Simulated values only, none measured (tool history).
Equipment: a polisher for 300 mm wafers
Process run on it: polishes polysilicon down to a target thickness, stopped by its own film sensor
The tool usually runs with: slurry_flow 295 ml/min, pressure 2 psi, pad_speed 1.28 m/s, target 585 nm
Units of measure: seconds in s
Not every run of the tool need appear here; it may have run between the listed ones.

run,hour,slurry_flow,pressure,pad_speed,target,wafers since the last listed run,wafers polished on this pad,hours since the slurry nozzle was cleaned,hours since the head pressure was calibrated,"incoming thickness of the incoming film, nm",seconds
1,0,295,2,1.28,661,0,4604,399.9,693.2,976.6,42.8
# hour 46: worn pad replaced by a new one
2,86.8,295,1.8,1.28,492,1029,506,486.7,780,981.9,75.9
# hour 107.9: slurry nozzle cleaned
3,160.7,295,1.8,1.28,492,906,1412,52.8,853.9,980.5,71.7
4,326,295,2,1.28,681,2054,3467,218.1,1019.2,964.7,39.6
# hour 417: head pressure recalibrated
# hour 433.9: worn pad replaced by a new one
# hour 587.9: slurry nozzle cleaned
5,610.9,295,2,1.28,585,3454,2187,23,193.9,973.3,56.6
6,671.7,295,2,1.28,585,755,2943,83.8,254.7,970.5,56.4
7,720.2,295,2,1.28,585,602,3546,132.3,303.2,980.6,59.1
8,807.9,295,1.8,1.28,585,1090,4636,220,390.9,972.5,63.7
9,856.1,295,2,1.28,585,599,5235,268.2,439.1,988.5,59.3
# hour 887.6: worn pad replaced by a new one
10,943.5,295,2.5,1.46,585,1036,694,355.6,526.5,971.3,43.8
# hour 961.7: slurry nozzle cleaned, repeated, since the last time left the tool worse
11,1019.2,295,2.5,1.46,585,928,1623,57.5,602.2,969.6,37.3
12,1082.3,295,2.5,1.46,585,784,2407,120.6,665.3,960.6,38.9
13,1135.1,295,2,1.28,585,656,3064,173.4,718.1,976.1,52.1
14,1196.2,295,2,1.28,585,759,3823,234.5,779.2,958.7,50.7
15,1278.1,295,1.8,1.28,544,1018,4841,316.4,861.1,954.8,62.9
# hour 1310.8: worn pad replaced by a new one
16,1368.5,295,1.6,1.28,585,1073,717,406.8,951.5,965.7,62.6
17,1414,295,2.3,1.04,585,565,1282,452.3,997,965.4,58

Expected results for the next run?
18,1481.7,355,2,1.28,473,841,2124,520,1064.7,977.1,?

Logged for run 18: seconds 69.6 s.
With the hidden condition absent and the run-to-run variation left alone, this run would have shown seconds 67.6 s.
